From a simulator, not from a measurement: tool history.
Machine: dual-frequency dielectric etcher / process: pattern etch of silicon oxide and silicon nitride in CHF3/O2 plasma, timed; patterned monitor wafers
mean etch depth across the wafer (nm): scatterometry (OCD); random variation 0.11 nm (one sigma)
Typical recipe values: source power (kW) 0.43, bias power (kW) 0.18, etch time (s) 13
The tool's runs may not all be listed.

run    hour  source power (kW)  bias power (kW)  etch time (s)  read-back reference wafer on the same gauge, depth_nm  mean etch depth across the wafer (nm)
  1       0               0.43             0.18             13                                                   15.2                                  17.31
  2    57.2               0.43             0.18             13                                                  15.23                                  17.28
      133.6  -- wet clean of the chamber
  3   145.6               0.43             0.18             13                                                   15.2                                  17.35
  4   227.3               0.43             0.18             13                                                  15.18                                  17.29
  5   299.4               0.43             0.18             13                                                  15.21                                  17.51
  6   350.2               0.43             0.18             13                                                   15.2                                  17.44
  7   447.9               0.43             0.18             13                                                   15.2                                  17.46
  8     535               0.43             0.18             13                                                  15.19                                  17.44
      617.4  -- wet clean of the chamber
  9   623.6                0.5             0.18             13                                                  15.22                                  18.87
 10     673               0.37             0.18           11.5                                                  15.21                                  14.22
      686.1  -- source power generator calibrated
 11   747.3               0.51            0.211             13                                                   15.2                                  19.17
 12     828               0.43             0.18             13                                                  15.21                                  16.46
      841.7  -- gauge calibrated
 13     933               0.43             0.14             13                                                  15.19                                  15.05
      966.3  -- source power generator calibrated, repeated, since the last time left the tool worse
      970.8  -- upper electrode replaced
     1008.3  -- bias power generator calibrated
 14  1018.1               0.34             0.18             13                                                  15.19                                  14.87
     1113.6  -- wet clean of the chamber
 15  1114.1               0.39            0.137             17                                                  15.17                                  19.31
 16    1159               0.43             0.18             13                                                  15.21                                  17.42
 17  1244.2               0.43             0.18             13                                                  15.21                                  17.14
 18  1292.1               0.47             0.18             13                                                   15.2                                  18.21
 19  1384.9               0.35            0.222             13                                                  15.17                                  16.38

How would selected steps in mean etch depth across the wafer (nm) from run to run divide? Give the signed amount a tool lacking its hidden state would still show from settings, what came in and random variation, and the signed amount left for the hidden state, including any gauge scatter that is not in both of the compared results.
The tool's hidden condition here consists of: etch rate over this chamber's usual, %; source power that arrives over what is set, %; bias power that arrives over what is set, %; gauge reads high (%).
Run 10 -> 11: source power (kW) 0.37 -> 0.51, bias power (kW) 0.18 -> 0.211, etch time (s) 11.5 -> 13, source power generator calibrated. mean etch depth across the wafer (nm) +4.95: hidden state -1.14, all else +6.09.

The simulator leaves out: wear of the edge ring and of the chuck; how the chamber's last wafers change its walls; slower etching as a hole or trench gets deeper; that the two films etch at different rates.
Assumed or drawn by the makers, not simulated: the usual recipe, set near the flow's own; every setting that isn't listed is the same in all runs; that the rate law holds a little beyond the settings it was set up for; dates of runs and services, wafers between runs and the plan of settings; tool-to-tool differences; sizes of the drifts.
